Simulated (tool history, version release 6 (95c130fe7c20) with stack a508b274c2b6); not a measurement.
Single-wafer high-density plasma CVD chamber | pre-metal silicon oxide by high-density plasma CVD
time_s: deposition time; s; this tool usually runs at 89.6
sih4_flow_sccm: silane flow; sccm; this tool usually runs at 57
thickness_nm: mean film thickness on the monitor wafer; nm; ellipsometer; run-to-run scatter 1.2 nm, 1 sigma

run	hour	time_s	sih4_flow_sccm	read-back reference wafer on the same gauge, thickness_nm	thickness_nm
1	0.0	82.3	57	537.584	476.595
2	11.9	89.6	57	538.404	516.328
3	28.8	89.6	57	537.906	513.665
4	36.4	98.9	62	537.954	615.977
5	46.8	98.9	62	538.229	613.377
6	57.4	89.6	53	537.487	482.193
7	65.0	80.3	57	537.559	464.374
8	80.3	80.3	57	538.751	464.141
9	89.4	80.3	57	537.781	460.292
10	101.7	89.6	57	537.492	515.955
11	109.0	89.6	65	537.603	583.910
12	122.0	89.6	65	537.662	583.439
13	163.1	89.6	65	537.643	586.340
# hour 166.6: gauge calibrated
14	171.4	77.8	51	538.005	406.309
15	183.3	103.2	54	538.168	567.394
16	195.5	73.9	52	537.803	393.357
17	207.7	80.3	57	537.429	463.347
18	214.2	89.6	57	538.192	517.819
19	221.8	89.6	57	538.211	517.725
20	229.4	83.0	62	537.676	518.662
21	240.9	89.6	57	537.370	518.084
22	255.9	74.7	52	537.601	395.150
# hour 265.3: silane flow controller replaced
23	268.0	97.9	64	538.372	601.081
24	279.4	100.2	68	537.530	649.117
25	318.1	106.3	50	537.379	517.129
26	328.7	89.6	57	537.565	497.159
27	339.8	95.3	49	538.390	458.113
28	348.8	89.6	46	537.672	406.252
29	360.7	89.6	57	538.221	494.540

5 ways to go on from here, each from the tool as it stands after run 29. What would each give?
A	361.1	89.6	63	?	?
B	361.1	77.8	57	?	?
C	361.1	97.6	60	?	?
D	361.1	74.7	68	?	?
E	361.1	98.5	64	?	?

run	read-back reference wafer on the same gauge, thickness_nm	thickness_nm
A	538.732	544.391
B	538.732	430.807
C	538.732	566.722
D	538.732	487.378
E	538.732	607.304
What these runs would have given with no unlogged condition in the tool:
run	thickness_nm
A	541.018
B	428.138
C	563.211
D	484.359
E	603.542
